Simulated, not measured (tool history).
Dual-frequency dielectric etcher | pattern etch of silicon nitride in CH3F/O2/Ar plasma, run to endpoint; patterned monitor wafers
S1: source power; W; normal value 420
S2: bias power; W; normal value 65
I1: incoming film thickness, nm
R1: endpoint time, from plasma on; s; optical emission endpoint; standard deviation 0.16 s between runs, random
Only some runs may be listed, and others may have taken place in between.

run,hour,S1,S2,I1,R1
1,0,460,65,29.44,41.8
2,51.6,450,65,29.71,42.6
3,114.1,450,65,29.54,42.4
4,172.1,420,65,29.47,43.6
5,216.6,420,65,29.45,43.9
6,282.7,420,65,29.32,43.3
7,350.7,420,65,29.34,43.4
8,391.7,420,65,29.53,43.6
9,459.1,340,55,29.54,52.3
10,510.3,420,65,29.55,43.8
# hour 580.6: wet clean of the chamber
11,581.1,420,65,29.39,43.4
12,621.1,420,70,29.48,42.2
13,662.7,420,70,29.47,42.3
14,722.5,420,70,29.52,42.3
15,777.3,420,65,29.07,43
# hour 789.5: source power generator calibrated
16,848.8,360,65,29.4,46.2
17,879.8,420,72,29.45,41.1
18,913.4,420,65,29.29,42.5
19,939.9,420,75,29.51,40.7
# hour 991.7: upper electrode replaced
20,1008.9,360,59,29.46,48.3
21,1061.9,420,65,29.56,43.1
22,1086.4,500,61,29.28,40.5
# hour 1104.3: source power generator calibrated, repeated, since the last time left the tool worse
23,1133.6,500,61,29.62,42.1
24,1195.6,420,65,29.64,44.3
# hour 1234.1: wet clean of the chamber
# hour 1242.1: bias power generator calibrated
25,1252.9,500,58,29.56,42.4
26,1321.4,340,76,29.64,45.6
27,1366.2,380,78,29.32,42.2
28,1424.5,340,72,29.35,46.4
29,1453.4,500,57,29.58,42.7
30,1505.8,490,53,29.39,44.4
31,1544.1,420,65,29.7,44.3
32,1572,390,70,29.19,43.8

Forecast each of these 3 alternatives for the next run:
A,1572.4,420,65,29.48,?
B,1572.4,340,65,29.48,?
C,1572.4,420,57,29.48,?

run,R1
A,44
B,48.7
C,46.5
What these runs would have given with no unlogged condition in the tool:
run,R1
A,44.4
B,49.2
C,47
